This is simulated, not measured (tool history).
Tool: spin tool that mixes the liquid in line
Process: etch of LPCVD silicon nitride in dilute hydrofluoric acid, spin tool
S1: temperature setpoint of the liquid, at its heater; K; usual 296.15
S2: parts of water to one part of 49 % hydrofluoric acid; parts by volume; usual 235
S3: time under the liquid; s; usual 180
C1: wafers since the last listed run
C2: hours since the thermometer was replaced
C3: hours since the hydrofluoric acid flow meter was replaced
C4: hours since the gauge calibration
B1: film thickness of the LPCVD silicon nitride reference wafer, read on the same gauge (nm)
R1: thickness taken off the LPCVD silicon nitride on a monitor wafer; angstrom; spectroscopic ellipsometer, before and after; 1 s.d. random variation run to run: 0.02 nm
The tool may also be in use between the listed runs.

{"run": 1, "hour": 0.0, "S1": 296.15, "S2": 285, "S3": 180, "C1": 0, "C2": 2063.1, "C3": 1768.8, "C4": 2.8, "B1": 120.001, "R1": 3.1}
{"run": 2, "hour": 6.1, "S1": 296.15, "S2": 285, "S3": 180, "C1": 31, "C2": 2069.2, "C3": 1774.9, "C4": 8.9, "B1": 120.003, "R1": 3.14}
{"run": 3, "hour": 20.0, "S1": 296.15, "S2": 235, "S3": 180, "C1": 71, "C2": 2083.1, "C3": 1788.8, "C4": 22.8, "B1": 120.006, "R1": 3.61}
{"run": 4, "hour": 34.8, "S1": 296.15, "S2": 235, "S3": 180, "C1": 76, "C2": 2097.9, "C3": 1803.6, "C4": 37.6, "B1": 120.002, "R1": 3.7}
{"run": 5, "hour": 49.4, "S1": 296.15, "S2": 235, "S3": 180, "C1": 75, "C2": 2112.5, "C3": 1818.2, "C4": 52.2, "B1": 119.977, "R1": 3.7}
{"run": 6, "hour": 80.6, "S1": 296.15, "S2": 235, "S3": 180, "C1": 160, "C2": 2143.7, "C3": 1849.4, "C4": 83.4, "B1": 120.003, "R1": 3.81}
{"run": 7, "hour": 97.6, "S1": 296.15, "S2": 235, "S3": 180, "C1": 87, "C2": 2160.7, "C3": 1866.4, "C4": 100.4, "B1": 120.027, "R1": 3.74}
{"run": 8, "hour": 110.2, "S1": 296.15, "S2": 235, "S3": 180, "C1": 64, "C2": 2173.3, "C3": 1879.0, "C4": 113.0, "B1": 120.008, "R1": 4.12}
{"hour": 117.6, "done": "thermometer replaced"}
{"run": 9, "hour": 122.6, "S1": 292.65, "S2": 350, "S3": 270, "C1": 58, "C2": 5.0, "C3": 1891.4, "C4": 125.4, "B1": 119.987, "R1": 3.19}
{"run": 10, "hour": 139.9, "S1": 300.15, "S2": 275, "S3": 120, "C1": 88, "C2": 22.3, "C3": 1908.7, "C4": 142.7, "B1": 119.978, "R1": 2.63}
{"run": 11, "hour": 149.0, "S1": 296.15, "S2": 235, "S3": 135, "C1": 46, "C2": 31.4, "C3": 1917.8, "C4": 151.8, "B1": 119.998, "R1": 2.51}
{"hour": 156.2, "done": "hydrofluoric acid flow meter replaced"}
{"run": 12, "hour": 159.9, "S1": 296.15, "S2": 235, "S3": 180, "C1": 50, "C2": 42.3, "C3": 3.7, "C4": 162.7, "B1": 119.975, "R1": 3.56}
{"hour": 168.5, "done": "gauge calibrated"}
{"run": 13, "hour": 176.3, "S1": 296.15, "S2": 235, "S3": 95, "C1": 84, "C2": 58.7, "C3": 20.1, "C4": 7.8, "B1": 120.01, "R1": 1.91}
{"run": 14, "hour": 187.0, "S1": 300.65, "S2": 120, "S3": 180, "C1": 55, "C2": 69.4, "C3": 30.8, "C4": 18.5, "B1": 119.986, "R1": 9.98}
{"run": 15, "hour": 204.1, "S1": 297.65, "S2": 235, "S3": 285, "C1": 87, "C2": 86.5, "C3": 47.9, "C4": 35.6, "B1": 119.982, "R1": 5.81}
{"run": 16, "hour": 217.5, "S1": 296.15, "S2": 330, "S3": 245, "C1": 68, "C2": 99.9, "C3": 61.3, "C4": 49.0, "B1": 119.99, "R1": 3.65}

3 ways to go on from here, each from the tool as it stands after run 16. What would each give?
{"run": "A", "hour": 218.0, "S1": 296.15, "S2": 235, "S3": 80, "C1": 2, "C2": 100.4, "C3": 61.8, "C4": 49.5, "B1": "?", "R1": "?"}
{"run": "B", "hour": 218.0, "S1": 293.65, "S2": 235, "S3": 180, "C1": 2, "C2": 100.4, "C3": 61.8, "C4": 49.5, "B1": "?", "R1": "?"}
{"run": "C", "hour": 218.0, "S1": 296.15, "S2": 180, "S3": 180, "C1": 2, "C2": 100.4, "C3": 61.8, "C4": 49.5, "B1": "?", "R1": "?"}

run=A B1=119.995 R1=1.71
run=B B1=119.995 R1=3.28
run=C B1=119.995 R1=5.00
With no hidden state in the tool, these same runs would have given:
run=A R1=1.71
run=B R1=3.28
run=C R1=5.00
